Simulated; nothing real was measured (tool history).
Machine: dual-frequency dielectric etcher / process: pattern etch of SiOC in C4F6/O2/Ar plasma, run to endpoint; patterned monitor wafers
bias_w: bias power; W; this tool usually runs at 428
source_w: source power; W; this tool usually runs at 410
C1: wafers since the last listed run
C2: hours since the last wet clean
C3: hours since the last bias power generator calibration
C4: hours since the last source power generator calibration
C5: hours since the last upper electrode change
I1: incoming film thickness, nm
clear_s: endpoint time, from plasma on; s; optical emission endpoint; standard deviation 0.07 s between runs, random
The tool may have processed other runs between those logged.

Run 1, day 0.000: usual settings; C1 0; C2 130.0; C3 3419.0; C4 1661.2; C5 4453.5; I1 29.45. Result: clear_s 10.6 s.
Run 2, day 2.662: usual settings; C1 658; C2 193.9; C3 3482.9; C4 1725.1; C5 4517.4; I1 29.57. Result: clear_s 10.5 s.
Run 3, day 5.017: usual settings; C1 581; C2 250.4; C3 3539.4; C4 1781.6; C5 4573.9; I1 29.55. Result: clear_s 10.4 s.
At day 8.158: wet clean of the chamber.
Run 4, day 12.979: usual settings; C1 1720; C2 115.7; C3 3730.5; C4 1972.7; C5 4765.0; I1 29.72. Result: clear_s 10.7 s.
At day 15.629: source power generator calibrated.
Run 5, day 16.629: usual settings; C1 860; C2 203.3; C3 3818.1; C4 24.0; C5 4852.6; I1 29.54. Result: clear_s 10.4 s.
Run 6, day 19.138: usual settings but bias_w 481 W, source_w 490 W; C1 619; C2 263.5; C3 3878.3; C4 84.2; C5 4912.8; I1 29.47. Result: clear_s 9.4 s.
Run 7, day 20.696: usual settings but bias_w 481 W, source_w 490 W; C1 385; C2 300.9; C3 3915.7; C4 121.6; C5 4950.2; I1 29.54. Result: clear_s 9.5 s.
At day 21.383: bias power generator calibrated.
Run 8, day 22.217: usual settings but bias_w 329 W, source_w 370 W; C1 334; C2 337.4; C3 20.0; C4 158.1; C5 4986.7; I1 29.47. Result: clear_s 11.5 s.

Run 9 comes next. What will it give?
At day 24.117: wet clean of the chamber.
Run 9, day 24.138: usual settings but bias_w 514 W, source_w 460 W; C1 227; C2 0.5; C3 66.1; C4 204.2; C5 5032.8; I1 29.49. Result: clear_s ?.

{"run 9": {"clear_s": 9.8}}
Take away the tool's hidden state, keep the run-to-run variation as it was, and the same run would have given clear_s 9.8 s.
